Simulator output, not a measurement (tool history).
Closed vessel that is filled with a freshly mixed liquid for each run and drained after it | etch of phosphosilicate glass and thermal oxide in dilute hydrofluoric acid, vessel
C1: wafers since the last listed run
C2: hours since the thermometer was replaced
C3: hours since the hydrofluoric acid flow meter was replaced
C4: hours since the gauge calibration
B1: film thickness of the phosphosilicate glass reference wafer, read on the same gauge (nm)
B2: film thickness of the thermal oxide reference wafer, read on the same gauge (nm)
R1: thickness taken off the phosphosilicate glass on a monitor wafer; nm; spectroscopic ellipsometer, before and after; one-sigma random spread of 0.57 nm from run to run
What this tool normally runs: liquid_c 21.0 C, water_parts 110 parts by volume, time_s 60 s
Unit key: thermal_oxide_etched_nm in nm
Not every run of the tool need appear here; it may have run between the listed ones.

Run 1, hour 0.0: usual settings; C1 0; C2 463.8; C3 1424.7; C4 64.8; B1 29.99; B2 100.001. Result: R1 77.12 nm, thermal_oxide_etched_nm 2.168 nm.
Run 2, hour 68.3: usual settings; C1 9156; C2 532.1; C3 1493.0; C4 133.1; B1 29.99; B2 99.980. Result: R1 76.94 nm, thermal_oxide_etched_nm 2.174 nm.
Run 3, hour 84.8: usual settings; C1 2212; C2 548.6; C3 1509.5; C4 149.6; B1 30.01; B2 100.011. Result: R1 78.04 nm, thermal_oxide_etched_nm 2.136 nm.
Run 4, hour 114.7: usual settings but time_s 65 s; C1 4008; C2 578.5; C3 1539.4; C4 179.5; B1 30.00; B2 99.984. Result: R1 83.11 nm, thermal_oxide_etched_nm 2.300 nm.
At hour 122.4: hydrofluoric acid flow meter replaced.
At hour 122.8: gauge calibrated.
Run 5, hour 132.7: usual settings; C1 2279; C2 596.5; C3 10.3; C4 9.9; B1 29.97; B2 99.984. Result: R1 69.53 nm, thermal_oxide_etched_nm 1.978 nm.
Run 6, hour 155.0: usual settings; C1 2989; C2 618.8; C3 32.6; C4 32.2; B1 29.99; B2 100.001. Result: R1 70.53 nm, thermal_oxide_etched_nm 1.935 nm.
Run 7, hour 176.2: usual settings; C1 2842; C2 640.0; C3 53.8; C4 53.4; B1 30.01; B2 100.027. Result: R1 70.64 nm, thermal_oxide_etched_nm 1.973 nm.
Run 8, hour 196.1: usual settings but liquid_c 24.5 C, time_s 45 s; C1 2667; C2 659.9; C3 73.7; C4 73.3; B1 29.98; B2 99.973. Result: R1 60.84 nm, thermal_oxide_etched_nm 1.723 nm.
Run 9, hour 232.0: usual settings but liquid_c 18.5 C, water_parts 135 parts by volume, time_s 80 s; C1 4813; C2 695.8; C3 109.6; C4 109.2; B1 29.99; B2 99.994. Result: R1 66.97 nm, thermal_oxide_etched_nm 1.827 nm.
Run 10, hour 259.6: usual settings but liquid_c 24.0 C, water_parts 85 parts by volume, time_s 40 s; C1 3700; C2 723.4; C3 137.2; C4 136.8; B1 30.00; B2 100.012. Result: R1 71.14 nm, thermal_oxide_etched_nm 1.920 nm.
Run 11, hour 294.6: usual settings but time_s 85 s; C1 4692; C2 758.4; C3 172.2; C4 171.8; B1 30.02; B2 99.992. Result: R1 99.13 nm, thermal_oxide_etched_nm 2.756 nm.
At hour 297.2: thermometer replaced.
At hour 305.4: gauge calibrated.
Run 12, hour 310.6: usual settings but water_parts 150 parts by volume; C1 2011; C2 13.4; C3 188.2; C4 5.2; B1 29.98; B2 99.991. Result: R1 49.84 nm, thermal_oxide_etched_nm 1.377 nm.
Run 13, hour 328.2: usual settings but liquid_c 25.0 C, time_s 35 s; C1 2359; C2 31.0; C3 205.8; C4 22.8; B1 29.99; B2 100.026. Result: R1 48.20 nm, thermal_oxide_etched_nm 1.344 nm.
Run 14, hour 346.3: usual settings; C1 2426; C2 49.1; C3 223.9; C4 40.9; B1 29.99; B2 100.005. Result: R1 71.50 nm, thermal_oxide_etched_nm 1.952 nm.
Run 15, hour 380.0: usual settings but liquid_c 17.5 C, water_parts 65 parts by volume, time_s 45 s; C1 4518; C2 82.8; C3 257.6; C4 74.6; B1 30.01; B2 100.004. Result: R1 81.50 nm, thermal_oxide_etched_nm 2.290 nm.

State the hidden condition of the tool at each of the runs:
liquid colder than its thermometer reads (K): 0 on each run
gauge reads high (%): 0 on each run
H1: hydrofluoric acid flow above the setpoint (%)
run    H1
  1  10.8
  2  11.3
  3  11.4
  4  11.6
  5  1.83
  6     2
  7  2.16
  8   2.3
  9  2.57
 10  2.77
 11  3.03
 12  3.15
 13  3.28
 14  3.42
 15  3.67
